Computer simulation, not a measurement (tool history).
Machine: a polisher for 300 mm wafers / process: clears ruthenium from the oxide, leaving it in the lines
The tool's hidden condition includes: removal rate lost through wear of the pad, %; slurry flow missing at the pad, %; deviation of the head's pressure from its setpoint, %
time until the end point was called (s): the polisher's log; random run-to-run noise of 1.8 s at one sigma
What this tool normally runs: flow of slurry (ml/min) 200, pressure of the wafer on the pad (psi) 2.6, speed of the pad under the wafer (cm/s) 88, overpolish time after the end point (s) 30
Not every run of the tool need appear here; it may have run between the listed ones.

| run | hour | flow of slurry (ml/min) | pressure of the wafer on the pad (psi) | speed of the pad under the wafer (cm/s) | overpolish time after the end point (s) | wafers since the last listed run | wafers polished on this pad | hours since the slurry nozzle was cleaned | hours since the head pressure was calibrated | incoming thickness of the incoming film, nm | time until the end point was called (s) |
|---|---|---|---|---|---|---|---|---|---|---|---|
| 1 | 0.0 | 200 | 2.6 | 88 | 30 | 0 | 3294 | 357.7 | 218.4 | 120.6 | 117.1 |
|  | 43.7 | worn pad replaced by a new one |
| 2 | 92.1 | 200 | 2.6 | 88 | 30 | 774 | 425 | 449.8 | 310.5 | 121.5 | 117.8 |
| 3 | 181.0 | 200 | 2.6 | 88 | 30 | 781 | 1206 | 538.7 | 399.4 | 118.5 | 116.2 |
|  | 198.1 | slurry nozzle cleaned |
| 4 | 258.3 | 200 | 2.6 | 88 | 30 | 670 | 1877 | 60.2 | 476.7 | 121.6 | 116.8 |
| 5 | 310.1 | 200 | 2.6 | 88 | 30 | 455 | 2332 | 112.0 | 528.5 | 119.3 | 116.3 |
| 6 | 383.8 | 200 | 2.6 | 88 | 30 | 647 | 2980 | 185.7 | 602.2 | 120.5 | 113.0 |
| 7 | 475.7 | 200 | 2.6 | 88 | 30 | 807 | 3788 | 277.6 | 694.1 | 120.9 | 114.6 |
| 8 | 526.4 | 200 | 2.6 | 88 | 30 | 445 | 4233 | 328.3 | 744.8 | 122.0 | 116.6 |
| 9 | 584.3 | 200 | 2.6 | 88 | 30 | 508 | 4742 | 386.2 | 802.7 | 121.1 | 120.3 |
|  | 588.6 | worn pad replaced by a new one |
| 10 | 633.7 | 200 | 2.6 | 88 | 30 | 398 | 396 | 435.6 | 852.1 | 119.9 | 116.6 |
| 11 | 714.6 | 200 | 2.6 | 88 | 30 | 710 | 1107 | 516.5 | 933.0 | 119.2 | 118.8 |
|  | 739.2 | slurry nozzle cleaned |
|  | 745.5 | head pressure recalibrated |
| 12 | 782.4 | 200 | 2.6 | 88 | 18 | 569 | 1676 | 43.2 | 36.9 | 120.2 | 113.2 |
| 13 | 883.3 | 200 | 2.6 | 88 | 30 | 886 | 2563 | 144.1 | 137.8 | 119.7 | 110.6 |
| 14 | 973.9 | 200 | 2.3 | 88 | 41 | 796 | 3359 | 234.7 | 228.4 | 120.3 | 129.3 |
|  | 1052.3 | worn pad replaced by a new one |
| 15 | 1206.1 | 180 | 3.0 | 68 | 39 | 2005 | 1351 | 466.9 | 460.6 | 119.2 | 131.4 |
| 16 | 1308.4 | 200 | 2.6 | 88 | 30 | 899 | 2250 | 569.2 | 562.9 | 119.4 | 119.6 |
|  | 1317.5 | slurry nozzle cleaned |
| 17 | 1393.2 | 200 | 2.6 | 88 | 30 | 736 | 2987 | 75.7 | 647.7 | 118.6 | 109.6 |
|  | 1478.1 | worn pad replaced by a new one, of another model than before |
| 18 | 1499.6 | 260 | 2.6 | 78 | 30 | 899 | 188 | 182.1 | 754.1 | 119.9 | 119.6 |
| 19 | 1565.1 | 165 | 2.6 | 76 | 30 | 575 | 764 | 247.6 | 819.6 | 119.8 | 129.6 |
| 20 | 1663.3 | 240 | 2.6 | 88 | 42 | 862 | 1627 | 345.8 | 917.8 | 121.0 | 108.7 |
|  | 1737.3 | head pressure recalibrated |
| 21 | 1753.6 | 200 | 2.6 | 102 | 30 | 775 | 2403 | 436.1 | 16.3 | 120.1 | 101.5 |
|  | 1878.5 | slurry nozzle cleaned |
|  | 1896.9 | worn pad replaced by a new one |
| 22 | 2021.5 | 200 | 2.1 | 118 | 30 | 2310 | 1094 | 143.0 | 284.2 | 118.1 | 102.1 |
| 23 | 2086.9 | 200 | 2.6 | 88 | 30 | 574 | 1669 | 208.4 | 349.6 | 122.0 | 115.5 |
|  | 2361.4 | slurry nozzle cleaned |
|  | 2374.4 | worn pad replaced by a new one |
| 24 | 2388.8 | 140 | 3.0 | 88 | 30 | 2609 | 126 | 27.4 | 651.5 | 121.2 | 108.0 |

Branching from run 24: 3 alternative next runs. What would each branch give?
| A | 2389.3 | 255 | 2.6 | 88 | 30 | 4 | 130 | 27.9 | 652.0 | 118.5 | ? |
| B | 2389.3 | 165 | 2.6 | 88 | 30 | 4 | 130 | 27.9 | 652.0 | 118.5 | ? |
| C | 2389.3 | 165 | 2.3 | 88 | 21 | 4 | 130 | 27.9 | 652.0 | 118.5 | ? |

| run | time until the end point was called (s) |
|---|---|
| A | 106.8 |
| B | 110.2 |
| C | 120.3 |
Without the tool's hidden state the same runs would have given:
| run | time until the end point was called (s) |
|---|---|
| A | 106.5 |
| B | 109.8 |
| C | 120.0 |
